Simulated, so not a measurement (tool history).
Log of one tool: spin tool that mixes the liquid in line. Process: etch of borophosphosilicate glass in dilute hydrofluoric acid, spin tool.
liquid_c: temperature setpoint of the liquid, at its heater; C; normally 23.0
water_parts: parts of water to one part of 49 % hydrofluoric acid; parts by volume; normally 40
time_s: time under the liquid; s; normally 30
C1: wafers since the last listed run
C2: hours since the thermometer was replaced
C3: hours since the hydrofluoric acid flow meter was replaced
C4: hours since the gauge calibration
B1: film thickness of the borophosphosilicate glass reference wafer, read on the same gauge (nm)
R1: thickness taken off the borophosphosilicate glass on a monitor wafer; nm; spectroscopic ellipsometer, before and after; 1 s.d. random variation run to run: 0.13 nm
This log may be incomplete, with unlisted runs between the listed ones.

run 1 day=0.000 | liquid_c=23.0 water_parts=40 time_s=30 | C1=0 C2=2812.3 C3=1730.4 C4=220.1 | B1=30.00 | R1=43.19
run 2 day=1.483 | liquid_c=23.0 water_parts=40 time_s=30 | C1=615 C2=2847.9 C3=1766.0 C4=255.7 | B1=29.99 | R1=43.20
run 3 day=2.471 | liquid_c=23.0 water_parts=40 time_s=20 | C1=409 C2=2871.6 C3=1789.7 C4=279.4 | B1=30.00 | R1=28.95
-- day=3.662 gauge calibrated
run 4 day=3.854 | liquid_c=23.0 water_parts=40 time_s=15 | C1=574 C2=2904.8 C3=1822.9 C4=4.6 | B1=29.98 | R1=21.78
run 5 day=4.450 | liquid_c=23.0 water_parts=40 time_s=15 | C1=247 C2=2919.1 C3=1837.2 C4=18.9 | B1=30.01 | R1=21.89
run 6 day=5.012 | liquid_c=23.0 water_parts=40 time_s=30 | C1=233 C2=2932.6 C3=1850.7 C4=32.4 | B1=30.02 | R1=43.45
run 7 day=6.071 | liquid_c=23.0 water_parts=40 time_s=30 | C1=439 C2=2958.0 C3=1876.1 C4=57.8 | B1=30.01 | R1=43.47
run 8 day=7.500 | liquid_c=23.0 water_parts=40 time_s=30 | C1=593 C2=2992.3 C3=1910.4 C4=92.1 | B1=30.00 | R1=44.02
-- day=7.942 thermometer replaced
run 9 day=8.379 | liquid_c=23.0 water_parts=40 time_s=45 | C1=347 C2=10.5 C3=1931.5 C4=113.2 | B1=30.00 | R1=58.89
run 10 day=9.671 | liquid_c=24.5 water_parts=40 time_s=30 | C1=536 C2=41.5 C3=1962.5 C4=144.2 | B1=30.00 | R1=41.64
-- day=10.021 hydrofluoric acid flow meter replaced
run 11 day=11.083 | liquid_c=23.0 water_parts=30 time_s=30 | C1=568 C2=75.4 C3=25.5 C4=178.1 | B1=29.99 | R1=46.52
run 12 day=12.550 | liquid_c=23.0 water_parts=30 time_s=30 | C1=608 C2=110.6 C3=60.7 C4=213.3 | B1=30.02 | R1=46.74
run 13 day=13.996 | liquid_c=23.0 water_parts=60 time_s=45 | C1=600 C2=145.3 C3=95.4 C4=248.0 | B1=29.99 | R1=33.49
run 14 day=14.567 | liquid_c=23.0 water_parts=40 time_s=30 | C1=236 C2=159.0 C3=109.1 C4=261.7 | B1=30.00 | R1=34.93
-- day=15.638 gauge calibrated
run 15 day=15.967 | liquid_c=24.5 water_parts=20 time_s=40 | C1=581 C2=192.6 C3=142.7 C4=7.9 | B1=30.02 | R1=101.94
run 16 day=17.117 | liquid_c=27.5 water_parts=30 time_s=40 | C1=477 C2=220.2 C3=170.3 C4=35.5 | B1=30.00 | R1=75.37
run 17 day=18.454 | liquid_c=20.0 water_parts=40 time_s=35 | C1=555 C2=252.3 C3=202.4 C4=67.6 | B1=29.97 | R1=36.31
run 18 day=19.317 | liquid_c=20.0 water_parts=35 time_s=30 | C1=357 C2=273.0 C3=223.1 C4=88.3 | B1=30.02 | R1=35.60
run 19 day=19.996 | liquid_c=23.0 water_parts=30 time_s=50 | C1=281 C2=289.3 C3=239.4 C4=104.6 | B1=30.00 | R1=79.12
run 20 day=20.658 | liquid_c=25.5 water_parts=55 time_s=45 | C1=274 C2=305.2 C3=255.3 C4=120.5 | B1=30.03 | R1=41.49
run 21 day=21.867 | liquid_c=26.0 water_parts=25 time_s=30 | C1=501 C2=334.2 C3=284.3 C4=149.5 | B1=30.01 | R1=65.50

Some steps in R1, run to run, broken into two amounts with sign: the step expected even without the hidden condition (settings, incoming material, random variation), and the rest, left for the hidden condition together with whatever gauge scatter is not in both the measured and the hidden-condition-free result:
The hidden state here: liquid hotter than its thermometer reads (K); hydrofluoric acid flow above the setpoint (%); gauge reads high (%).
Run 5 -> 6: time_s 15 -> 30. R1 +21.56 nm: hidden state +4.75, all else +16.81.
Run 10 -> 11: liquid_c 24.5 -> 23.0, water_parts 40 -> 30, hydrofluoric acid flow meter replaced. R1 +4.88 nm: hidden state -5.02, all else +9.90.
Run 14 -> 15: liquid_c 23.0 -> 24.5, water_parts 40 -> 20, time_s 30 -> 40, gauge calibrated. R1 +67.01 nm: hidden state +1.57, all else +65.44.
Run 18 -> 19: liquid_c 20.0 -> 23.0, water_parts 35 -> 30, time_s 30 -> 50. R1 +43.52 nm: hidden state +1.44, all else +42.08.
